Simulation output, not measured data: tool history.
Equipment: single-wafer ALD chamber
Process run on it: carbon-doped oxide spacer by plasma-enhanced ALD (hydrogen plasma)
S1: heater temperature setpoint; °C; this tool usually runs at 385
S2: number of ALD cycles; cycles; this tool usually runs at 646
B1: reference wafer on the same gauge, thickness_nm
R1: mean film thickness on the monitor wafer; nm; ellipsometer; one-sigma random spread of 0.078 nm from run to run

Run 1, hour 0.0: usual settings but S1 381 °C, S2 610 cycles; B1 35.363. Result: R1 29.586 nm.
Run 2, hour 28.9: usual settings but S1 381 °C, S2 610 cycles; B1 35.402. Result: R1 29.548 nm.
Run 3, hour 50.2: usual settings; B1 35.436. Result: R1 31.414 nm.
Run 4, hour 72.3: usual settings; B1 35.374. Result: R1 31.369 nm.
Run 5, hour 116.8: usual settings; B1 35.436. Result: R1 31.433 nm.
Run 6, hour 146.4: usual settings but S1 392 °C; B1 35.423. Result: R1 31.258 nm.
Run 7, hour 188.3: usual settings; B1 35.398. Result: R1 31.375 nm.
Run 8, hour 287.5: usual settings but S2 543 cycles; B1 35.394. Result: R1 26.265 nm.
Run 9, hour 306.2: usual settings but S2 543 cycles; B1 35.377. Result: R1 26.355 nm.
Run 10, hour 327.5: usual settings; B1 35.454. Result: R1 31.391 nm.
Run 11, hour 353.1: usual settings; B1 35.421. Result: R1 31.398 nm.
Run 12, hour 371.3: usual settings; B1 35.398. Result: R1 31.179 nm.
Run 13, hour 388.0: usual settings but S1 378 °C; B1 35.371. Result: R1 31.326 nm.
Run 14, hour 417.6: usual settings; B1 35.398. Result: R1 31.310 nm.
Run 15, hour 441.0: usual settings; B1 35.382. Result: R1 31.416 nm.
Run 16, hour 470.2: usual settings; B1 35.399. Result: R1 31.485 nm.
Run 17, hour 503.9: usual settings; B1 35.346. Result: R1 31.433 nm.
Run 18, hour 523.2: usual settings but S2 698 cycles; B1 35.372. Result: R1 33.821 nm.
Run 19, hour 539.9: usual settings; B1 35.368. Result: R1 31.425 nm.
Run 20, hour 570.1: usual settings; B1 35.387. Result: R1 31.388 nm.
Run 21, hour 589.7: usual settings but S1 371 °C, S2 703 cycles; B1 35.430. Result: R1 34.250 nm.
Run 22, hour 610.5: usual settings but S1 391 °C, S2 714 cycles; B1 35.392. Result: R1 34.642 nm.
Run 23, hour 625.4: usual settings but S2 570 cycles; B1 35.382. Result: R1 27.650 nm.
Run 24, hour 654.1: usual settings but S1 392 °C; B1 35.436. Result: R1 31.436 nm.
At hour 666.4: gauge calibrated.
Run 25, hour 678.5: usual settings but S1 376 °C, S2 775 cycles; B1 35.409. Result: R1 37.520 nm.
At hour 696.8: thermocouple changed; heater temperature recalibrated.
Run 26, hour 712.1: usual settings but S2 707 cycles; B1 35.435. Result: R1 34.202 nm.
Run 27, hour 728.9: usual settings but S1 400 °C, S2 532 cycles; B1 35.360. Result: R1 25.772 nm.
Run 28, hour 777.9: usual settings but S1 378 °C, S2 701 cycles; B1 35.425. Result: R1 33.989 nm.
Run 29, hour 791.1: usual settings but S1 390 °C, S2 719 cycles; B1 35.382. Result: R1 34.777 nm.
Run 30, hour 816.3: usual settings but S1 377 °C, S2 775 cycles; B1 35.350. Result: R1 37.647 nm.
Run 31, hour 887.0: usual settings but S1 371 °C, S2 742 cycles; B1 35.406. Result: R1 36.159 nm.
Run 32, hour 920.4: usual settings; B1 35.367. Result: R1 31.496 nm.
Run 33, hour 977.1: usual settings but S1 379 °C; B1 35.388. Result: R1 31.524 nm.
Run 34, hour 1007.3: usual settings but S1 395 °C; B1 35.406. Result: R1 31.316 nm.
Run 35, hour 1042.7: usual settings but S1 378 °C, S2 587 cycles; B1 35.395. Result: R1 28.600 nm.
Run 36, hour 1078.2: usual settings but S1 389 °C, S2 582 cycles; B1 35.369. Result: R1 28.198 nm.
Run 37, hour 1108.1: usual settings but S1 375 °C, S2 766 cycles; B1 35.430. Result: R1 37.203 nm.
Run 38, hour 1122.8: usual settings; B1 35.389. Result: R1 31.271 nm.

5 ways to go on from here, each from the tool as it stands after run 38. What would each give?
Run A, hour 1124.2: usual settings but S1 372 °C; B1 ?. Result: R1 ?.
Run B, hour 1124.2: usual settings but S2 599 cycles; B1 ?. Result: R1 ?.
Run C, hour 1124.2: usual settings but S1 377 °C, S2 564 cycles; B1 ?. Result: R1 ?.
Run D, hour 1124.2: usual settings but S2 775 cycles; B1 ?. Result: R1 ?.
Run E, hour 1124.2: usual settings but S1 371 °C, S2 763 cycles; B1 ?. Result: R1 ?.

run      B1      R1
  A  35.373  31.553
  B  35.373  29.257
  C  35.373  27.548
  D  35.373  37.854
  E  35.373  37.268
With no hidden state in the tool, these same runs would have given:
run      R1
  A  31.553
  B  29.257
  C  27.548
  D  37.854
  E  37.268

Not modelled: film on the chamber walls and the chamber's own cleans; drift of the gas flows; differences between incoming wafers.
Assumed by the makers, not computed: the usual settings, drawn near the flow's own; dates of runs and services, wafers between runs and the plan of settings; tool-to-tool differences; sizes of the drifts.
